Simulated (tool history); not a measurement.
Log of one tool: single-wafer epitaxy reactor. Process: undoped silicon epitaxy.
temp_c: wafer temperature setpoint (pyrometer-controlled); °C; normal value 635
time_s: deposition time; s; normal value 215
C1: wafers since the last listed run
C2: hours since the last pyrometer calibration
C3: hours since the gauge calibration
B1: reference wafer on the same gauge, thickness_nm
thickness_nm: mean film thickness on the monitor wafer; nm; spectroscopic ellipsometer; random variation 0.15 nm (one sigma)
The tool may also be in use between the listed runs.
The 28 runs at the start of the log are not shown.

run 29 day=90.058 | temp_c=642 time_s=242 | C1=421 C2=652.6 C3=1050.1 | B1=29.121 | thickness_nm=34.951
run 30 day=94.504 | temp_c=622 time_s=238 | C1=617 C2=759.3 C3=1156.8 | B1=29.064 | thickness_nm=21.739
run 31 day=96.283 | temp_c=635 time_s=226 | C1=247 C2=802.0 C3=1199.5 | B1=29.038 | thickness_nm=28.185
run 32 day=98.942 | temp_c=635 time_s=215 | C1=369 C2=865.8 C3=1263.3 | B1=29.150 | thickness_nm=26.655
run 33 day=102.929 | temp_c=625 time_s=235 | C1=554 C2=961.5 C3=1359.0 | B1=29.099 | thickness_nm=23.444
run 34 day=107.200 | temp_c=649 time_s=202 | C1=593 C2=1064.0 C3=1461.5 | B1=29.067 | thickness_nm=34.501
run 35 day=108.721 | temp_c=628 time_s=254 | C1=211 C2=1100.5 C3=1498.0 | B1=29.130 | thickness_nm=27.411
run 36 day=112.850 | temp_c=641 time_s=176 | C1=573 C2=1199.6 C3=1597.1 | B1=29.054 | thickness_nm=25.171
run 37 day=116.083 | temp_c=625 time_s=215 | C1=449 C2=1277.2 C3=1674.7 | B1=29.140 | thickness_nm=21.586
run 38 day=119.162 | temp_c=644 time_s=182 | C1=427 C2=1351.1 C3=1748.6 | B1=29.069 | thickness_nm=28.312
run 39 day=121.179 | temp_c=640 time_s=215 | C1=280 C2=1399.5 C3=1797.0 | B1=29.128 | thickness_nm=30.893
run 40 day=123.738 | temp_c=635 time_s=215 | C1=355 C2=1460.9 C3=1858.4 | B1=29.091 | thickness_nm=27.232
run 41 day=125.758 | temp_c=635 time_s=226 | C1=280 C2=1509.4 C3=1906.9 | B1=29.059 | thickness_nm=28.842
-- day=127.633 pyrometer calibrated
run 42 day=128.175 | temp_c=635 time_s=215 | C1=289 C2=13.0 C3=1964.9 | B1=29.080 | thickness_nm=26.508
run 43 day=130.150 | temp_c=626 time_s=188 | C1=274 C2=60.4 C3=2012.3 | B1=29.149 | thickness_nm=18.774
run 44 day=133.225 | temp_c=635 time_s=215 | C1=427 C2=134.2 C3=2086.1 | B1=29.062 | thickness_nm=26.467
run 45 day=135.879 | temp_c=635 time_s=215 | C1=368 C2=197.9 C3=2149.8 | B1=29.111 | thickness_nm=26.564
run 46 day=138.125 | temp_c=641 time_s=197 | C1=312 C2=251.8 C3=2203.7 | B1=29.071 | thickness_nm=28.007

Alternative continuations, all from the tool just after run 46; predict every row:
run A day=138.146 | temp_c=623 time_s=215 | C1=2 C2=252.3 C3=2204.2 | B1=? | thickness_nm=?
run B day=138.146 | temp_c=635 time_s=179 | C1=2 C2=252.3 C3=2204.2 | B1=? | thickness_nm=?
run C day=138.146 | temp_c=623 time_s=231 | C1=2 C2=252.3 C3=2204.2 | B1=? | thickness_nm=?
run D day=138.146 | temp_c=628 time_s=226 | C1=2 C2=252.3 C3=2204.2 | B1=? | thickness_nm=?
run E day=138.146 | temp_c=646 time_s=247 | C1=2 C2=252.3 C3=2204.2 | B1=? | thickness_nm=?

run=A B1=29.113 thickness_nm=20.304
run=B B1=29.113 thickness_nm=22.250
run=C B1=29.113 thickness_nm=21.815
run=D B1=29.113 thickness_nm=23.953
run=E B1=29.113 thickness_nm=39.248
What these runs would have given with no unlogged condition in the tool:
run=A thickness_nm=20.147
run=B thickness_nm=22.082
run=C thickness_nm=21.646
run=D thickness_nm=23.770
run=E thickness_nm=38.959
